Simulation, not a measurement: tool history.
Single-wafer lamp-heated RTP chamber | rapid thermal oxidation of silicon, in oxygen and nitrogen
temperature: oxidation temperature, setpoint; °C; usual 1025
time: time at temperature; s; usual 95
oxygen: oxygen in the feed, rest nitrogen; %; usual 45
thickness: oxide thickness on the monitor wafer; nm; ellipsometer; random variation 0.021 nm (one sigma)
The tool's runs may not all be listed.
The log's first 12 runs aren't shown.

run   hour  temperature  time  oxygen  read-back reference wafer on the same gauge, thickness  thickness
 13  146.7         1025    95      45                                                   7.202      7.054
     163.6  -- oxygen flow controller replaced
 14  164.1         1025    95      45                                                   7.194      7.084
 15    165         1025    95      45                                                   7.203      7.106
 16  177.1         1025    95      45                                                   7.197      7.048
     194.2  -- pyrometer window cleaned and pyrometer calibrated
 17  218.7         1017    95      45                                                   7.203      6.572
 18  233.5         1017    95      45                                                   7.208      6.565
 19  240.5         1025    95      45                                                   7.201      6.986
 20  247.9         1025    51      73                                                   7.199      6.272
 21  263.5         1043    95      18                                                   7.203      5.773
     275.8  -- gauge calibrated
 22  277.9         1044    95      45                                                   7.202      8.006
 23  285.4         1005    81      45                                                   7.199      5.675
 24  300.2         1004   122      36                                                   7.197       6.24
 25  313.1         1025    95      45                                                   7.211      7.041
 26  323.6         1025    95      45                                                   7.191      7.069
 27  332.3         1025   135      45                                                   7.197      8.344
 28  349.6         1025    95      71                                                   7.204      8.364
 29  365.5         1048   125      45                                                   7.205      9.471
 30  374.7         1054    67      45                                                   7.205      7.395
     392.2  -- pyrometer window cleaned and pyrometer calibrated
 31  392.7         1025    69      30                                                   7.201      5.237
 32  394.5         1041   130      65                                                   7.197     10.173
 33  406.7         1025   142      60                                                   7.199      9.217
 34  419.3         1009   142      17                                                   7.202      5.316
 35    433         1025    95      45                                                   7.195      6.941
 36  445.4          997   123      55                                                     7.2      6.898
 37  453.5         1025    95      45                                                     7.2      6.991

Forecast each of these 5 alternatives for the next run:
  A  453.9         1025    95      45                                                       ?          ?
  B  453.9         1037   109      35                                                       ?          ?
  C  453.9         1015   133      30                                                       ?          ?
  D  453.9         1025   128      45                                                       ?          ?
  E  453.9         1045   116      74                                                       ?          ?

run  read-back reference wafer on the same gauge, thickness  thickness
  A                                                   7.192      6.999
  B                                                   7.192      7.407
  C                                                   7.192       6.58
  D                                                   7.192      8.005
  E                                                   7.192     10.529
Without the tool's hidden state the same runs would have given:
run  thickness
  A      6.925
  B      7.329
  C       6.51
  D      7.919
  E     10.418

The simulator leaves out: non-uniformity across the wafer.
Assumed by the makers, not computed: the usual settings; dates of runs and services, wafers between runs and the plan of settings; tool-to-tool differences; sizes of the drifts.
